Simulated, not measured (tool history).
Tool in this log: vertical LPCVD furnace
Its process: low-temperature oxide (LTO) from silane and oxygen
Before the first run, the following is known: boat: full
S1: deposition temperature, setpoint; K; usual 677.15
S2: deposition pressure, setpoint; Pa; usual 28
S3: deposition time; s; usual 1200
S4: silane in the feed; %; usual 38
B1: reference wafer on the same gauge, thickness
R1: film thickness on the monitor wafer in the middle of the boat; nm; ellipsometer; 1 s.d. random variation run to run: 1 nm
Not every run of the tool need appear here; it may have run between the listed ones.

run	hour	S1	S2	S3	S4	B1	R1
1	0	671.15	28	1200	38	173.8	168.25
2	132.1	671.15	28	1200	38	173.63	169.46
# hour 170.6: silane flow controller replaced
3	201.6	677.15	28	1200	38	174.04	172.75
4	228.6	677.15	28	1200	38	174.05	172.06
5	294.1	677.15	28	1200	38	174.01	172.93
6	336.3	672.15	28	1200	36	174.2	152.21
7	390.5	677.15	28	1200	35	174.15	157.02
8	436.7	677.15	28	1200	38	173.69	174.94
9	508.5	677.15	28	1200	38	173.77	177.9
10	558.6	677.15	28	1200	38	174.01	175.42
11	584	677.15	28	1200	38	173.54	175.18
12	640	673.15	28	1530	38	174.19	216.51
13	686.8	683.15	32.7	1200	41	173.71	241.67
# hour 779: thermocouples replaced and temperature profile calibrated
14	858.2	681.15	28	1200	38	173.79	186.54
15	942.1	677.15	32.7	1200	38	173.95	205.61
16	993.6	677.15	28	1200	38	173.83	179.72
17	1023	682.15	28	1200	40	174.4	200.38
# hour 1063.4: pressure gauge zeroed
18	1193.4	686.15	28	960	38	173.98	156.4
19	1235.9	687.15	28	1500	32	174.16	201.78
# hour 1270: gauge calibrated
20	1294.6	677.15	28	1200	43	173.82	205.91
21	1356.6	677.15	28	1200	38	173.95	178.76
22	1394.6	677.15	30	1200	33	174.06	160.36
23	1420.5	684.15	31.3	1320	38	174.32	238.56
24	1486.1	677.15	28	1200	38	174.06	177.52
25	1689.9	683.15	32.7	1200	41	174.02	245.92
26	1731.8	674.15	28	1020	38	173.78	147.07
27	1773	677.15	28	1200	38	174.11	181.65
28	1833.9	673.15	28	1200	38	173.84	172.25
29	1883	685.15	28	1680	38	174.13	274.75
30	1924.3	677.15	28	1200	45	173.68	217
31	1954.5	669.15	22	1200	38	173.77	129.62
32	2048.6	681.15	28	1200	40	173.54	198.47

Branching from run 32: 3 alternative next runs. What would each branch give?
A	2052.2	677.15	28	930	38	?	?
B	2052.2	670.15	28	1620	35	?	?
C	2052.2	672.15	28	1200	38	?	?

run	B1	R1
A	173.61	141.7
B	173.61	206.28
C	173.61	173.03
What these runs would have given with no unlogged condition in the tool:
run	R1
A	135.87
B	196.6
C	165.82

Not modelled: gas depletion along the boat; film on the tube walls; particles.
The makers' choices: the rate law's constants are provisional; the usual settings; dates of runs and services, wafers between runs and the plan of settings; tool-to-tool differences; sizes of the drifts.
